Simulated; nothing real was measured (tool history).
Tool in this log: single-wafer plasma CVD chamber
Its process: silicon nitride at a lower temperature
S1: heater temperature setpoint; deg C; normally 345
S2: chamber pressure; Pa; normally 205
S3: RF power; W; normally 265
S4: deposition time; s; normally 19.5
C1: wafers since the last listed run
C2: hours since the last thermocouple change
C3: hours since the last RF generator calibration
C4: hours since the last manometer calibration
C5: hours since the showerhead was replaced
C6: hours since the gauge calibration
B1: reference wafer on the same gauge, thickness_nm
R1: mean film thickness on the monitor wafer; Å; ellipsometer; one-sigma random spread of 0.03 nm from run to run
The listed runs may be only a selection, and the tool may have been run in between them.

run   hour   S1   S2   S3    S4   C1      C2     C3      C4      C5     C6      B1      R1
  1    0.0  345  205  265  19.5    0  1174.6  636.6  2582.6  3858.4  343.6  17.104  190.96
  2   12.7  345  205  250  19.5  181  1187.3  649.3  2595.3  3871.1  356.3  17.102  185.19
      31.3  -- thermocouple changed; heater temperature recalibrated
  3   31.8  345  205  265  19.5  158     0.5  668.4  2614.4  3890.2  375.4  17.097  190.59
      39.1  -- gauge calibrated
  4   43.9  345  241  265  19.5  173    12.6  680.5  2626.5  3902.3    4.8  17.100  203.07
  5   51.8  345  205  265  19.5  113    20.5  688.4  2634.4  3910.2   12.7  17.110  190.34
  6   64.0  345  205  265  19.5  174    32.7  700.6  2646.6  3922.4   24.9  17.099  189.96
  7   72.7  345  205  265  19.5  124    41.4  709.3  2655.3  3931.1   33.6  17.104  189.91
  8   87.0  341  205  265  19.5  204    55.7  723.6  2669.6  3945.4   47.9  17.104  189.53
  9  102.8  345  205  215  19.5  226    71.5  739.4  2685.4  3961.2   63.7  17.095  170.50
     118.8  -- showerhead replaced
 10  119.3  345  205  240  19.5  121    88.0  755.9  2701.9     0.5   80.2  17.102  180.17
 11  124.9  345  169  265  23.1   80    93.6  761.5  2707.5     6.1   85.8  17.097  205.60
 12  142.2  345  205  265  19.5  247   110.9  778.8  2724.8    23.4  103.1  17.105  189.65
 13  156.7  352  187  235  21.0  207   125.4  793.3  2739.3    37.9  117.6  17.105  183.49
 14  163.5  352  187  235  21.0   97   132.2  800.1  2746.1    44.7  124.4  17.110  183.27
 15  176.9  345  205  315  19.5  191   145.6  813.5  2759.5    58.1  137.8  17.105  206.70
 16  189.8  339  191  315  22.4  184   158.5  826.4  2772.4    71.0  150.7  17.100  230.19
 17  201.5  345  205  265  19.5  167   170.2  838.1  2784.1    82.7  162.4  17.100  188.58
     211.6  -- RF generator calibrated
 18  216.7  340  205  235  16.8  103   185.4    5.1  2799.3    97.9  177.6  17.099  155.41
 19  224.5  337  205  265  19.5  111   193.2   12.9  2807.1   105.7  185.4  17.101  191.35
 20  240.2  359  241  280  18.5  224   208.9   28.6  2822.8   121.4  201.1  17.102  197.70
 21  255.5  334  205  265  19.5  219   224.2   43.9  2838.1   136.7  216.4  17.104  191.75
     263.5  -- capacitance manometer re-zeroed and calibrated
 22  270.5  360  205  265  16.6  100   239.2   58.9     7.0   151.7  231.4  17.095  166.84
 23  288.0  345  236  265  18.5  250   256.7   76.4    24.5   169.2  248.9  17.099  197.57
 24  299.6  345  205  265  19.5  166   268.3   88.0    36.1   180.8  260.5  17.097  197.22
 25  315.6  339  191  315  22.4  229   284.3  104.0    52.1   196.8  276.5  17.104  240.05
 26  346.6  349  236  320  22.6  443   315.3  135.0    83.1   227.8  307.5  17.103  264.96
 27  358.1  345  175  215  19.5  164   326.8  146.5    94.6   239.3  319.0  17.098  165.78
 28  369.6  345  205  305  19.5  164   338.3  158.0   106.1   250.8  330.5  17.101  211.81
 29  379.8  353  205  265  19.5  146   348.5  168.2   116.3   261.0  340.7  17.097  197.12

Describe how what the log doesn't record of the tool's condition differs between the last listed run preceding each entry between runs and the first listed run following it.
In the gap between runs 2 and 3: thermocouple changed; heater temperature recalibrated (hour 31.3)
  delivered RF power above the setpoint (%): -1.73 -> -1.82; true pressure above the setpoint (%): -6.39 -> -6.49
  measured minus no-state result, R1: -6.86 -> -7.24 Å
In the gap between runs 3 and 4: gauge calibrated (hour 39.1)
  delivered RF power above the setpoint (%): -1.82 -> -1.88; true pressure above the setpoint (%): -6.49 -> -6.55
  measured minus no-state result, R1: -7.24 -> -7.61 Å
In the gap between runs 9 and 10: showerhead replaced (hour 118.8)
  delivered RF power above the setpoint (%): -2.18 -> -2.27; true pressure above the setpoint (%): -6.86 -> -6.95
  measured minus no-state result, R1: -7.21 -> -7.69 Å
In the gap between runs 17 and 18: RF generator calibrated (hour 211.6)
  delivered RF power above the setpoint (%): -2.75 -> -0.141; true pressure above the setpoint (%): -7.4 -> -7.49
  measured minus no-state result, R1: -8.94 -> -5.25 Å
In the gap between runs 21 and 22: capacitance manometer re-zeroed and calibrated (hour 263.5)
  delivered RF power above the setpoint (%): -0.148 -> -0.153; true pressure above the setpoint (%): -7.71 -> -0.532
  measured minus no-state result, R1: -6.68 -> -0.49 Å
